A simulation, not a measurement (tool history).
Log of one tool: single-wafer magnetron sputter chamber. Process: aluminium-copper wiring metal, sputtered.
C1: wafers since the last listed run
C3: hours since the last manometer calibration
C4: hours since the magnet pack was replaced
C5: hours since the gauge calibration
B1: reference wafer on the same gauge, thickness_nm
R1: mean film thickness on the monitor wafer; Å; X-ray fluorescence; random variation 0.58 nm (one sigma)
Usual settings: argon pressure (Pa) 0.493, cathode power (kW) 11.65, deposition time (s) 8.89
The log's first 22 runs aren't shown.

-- hour=497 magnet pack replaced
run 23 hour=504.3 | argon_pressure_(Pa)=0.68 cathode_power_(kW)=11.65 deposition_time_(s)=8.31 | C1=708 wafers_on_the_sputter_target=1155 C3=2175.7 C4=7.3 C5=43 | B1=172.078 | R1=1642.15
-- hour=521.9 capacitance manometer re-zeroed and calibrated
run 24 hour=522.4 | argon_pressure_(Pa)=0.493 cathode_power_(kW)=8.9 deposition_time_(s)=7.24 | C1=263 wafers_on_the_sputter_target=1419 C3=0.5 C4=25.4 C5=61.1 | B1=172.159 | R1=1147.1
run 25 hour=549 | argon_pressure_(Pa)=0.312 cathode_power_(kW)=13.5 deposition_time_(s)=7.57 | C1=695 wafers_on_the_sputter_target=2114 C3=27.1 C4=52 C5=87.7 | B1=171.931 | R1=2032.2
run 26 hour=566.4 | argon_pressure_(Pa)=0.493 cathode_power_(kW)=11.65 deposition_time_(s)=8.89 | C1=454 wafers_on_the_sputter_target=2569 C3=44.5 C4=69.4 C5=105.1 | B1=171.837 | R1=1812.62
-- hour=586.3 sputter target and shields replaced
run 27 hour=588.1 | argon_pressure_(Pa)=0.493 cathode_power_(kW)=9.3 deposition_time_(s)=10.59 | C1=357 wafers_on_the_sputter_target=47 C3=66.2 C4=91.1 C5=126.8 | B1=171.929 | R1=1756.94
run 28 hour=615.3 | argon_pressure_(Pa)=0.307 cathode_power_(kW)=9.8 deposition_time_(s)=10.57 | C1=710 wafers_on_the_sputter_target=758 C3=93.4 C4=118.3 C5=154 | B1=171.948 | R1=2091.21
run 29 hour=633.8 | argon_pressure_(Pa)=0.493 cathode_power_(kW)=11.65 deposition_time_(s)=8.89 | C1=483 wafers_on_the_sputter_target=1241 C3=111.9 C4=136.8 C5=172.5 | B1=171.878 | R1=1829.19
run 30 hour=646.1 | argon_pressure_(Pa)=0.68 cathode_power_(kW)=11.65 deposition_time_(s)=10.07 | C1=321 wafers_on_the_sputter_target=1562 C3=124.2 C4=149.1 C5=184.8 | B1=171.922 | R1=1841.95
run 31 hour=669.7 | argon_pressure_(Pa)=0.493 cathode_power_(kW)=11.65 deposition_time_(s)=8.89 | C1=616 wafers_on_the_sputter_target=2179 C3=147.8 C4=172.7 C5=208.4 | B1=172.055 | R1=1830.47

5 ways to go on from here, each from the tool as it stands after run 31. What would each give?
run A hour=670.1 | argon_pressure_(Pa)=0.589 cathode_power_(kW)=11.65 deposition_time_(s)=8.89 | C1=10 wafers_on_the_sputter_target=2190 C3=148.2 C4=173.1 C5=208.8 | B1=? | R1=?
run B hour=670.1 | argon_pressure_(Pa)=0.66 cathode_power_(kW)=11.65 deposition_time_(s)=8.89 | C1=10 wafers_on_the_sputter_target=2190 C3=148.2 C4=173.1 C5=208.8 | B1=? | R1=?
run C hour=670.1 | argon_pressure_(Pa)=0.33 cathode_power_(kW)=13.85 deposition_time_(s)=7.98 | C1=10 wafers_on_the_sputter_target=2190 C3=148.2 C4=173.1 C5=208.8 | B1=? | R1=?
run D hour=670.1 | argon_pressure_(Pa)=0.333 cathode_power_(kW)=13.35 deposition_time_(s)=9.82 | C1=10 wafers_on_the_sputter_target=2190 C3=148.2 C4=173.1 C5=208.8 | B1=? | R1=?
run E hour=670.1 | argon_pressure_(Pa)=0.667 cathode_power_(kW)=12.4 deposition_time_(s)=7.35 | C1=10 wafers_on_the_sputter_target=2190 C3=148.2 C4=173.1 C5=208.8 | B1=? | R1=?

run=A B1=171.979 R1=1711.76
run=B B1=171.979 R1=1636.31
run=C B1=171.979 R1=2169
run=D B1=171.979 R1=2567.48
run=E B1=171.979 R1=1433.63
Without the tool's hidden state the same runs would have given:
run=A R1=1732.78
run=B R1=1656.05
run=C R1=2197.56
run=D R1=2601.26
run=E R1=1450.9
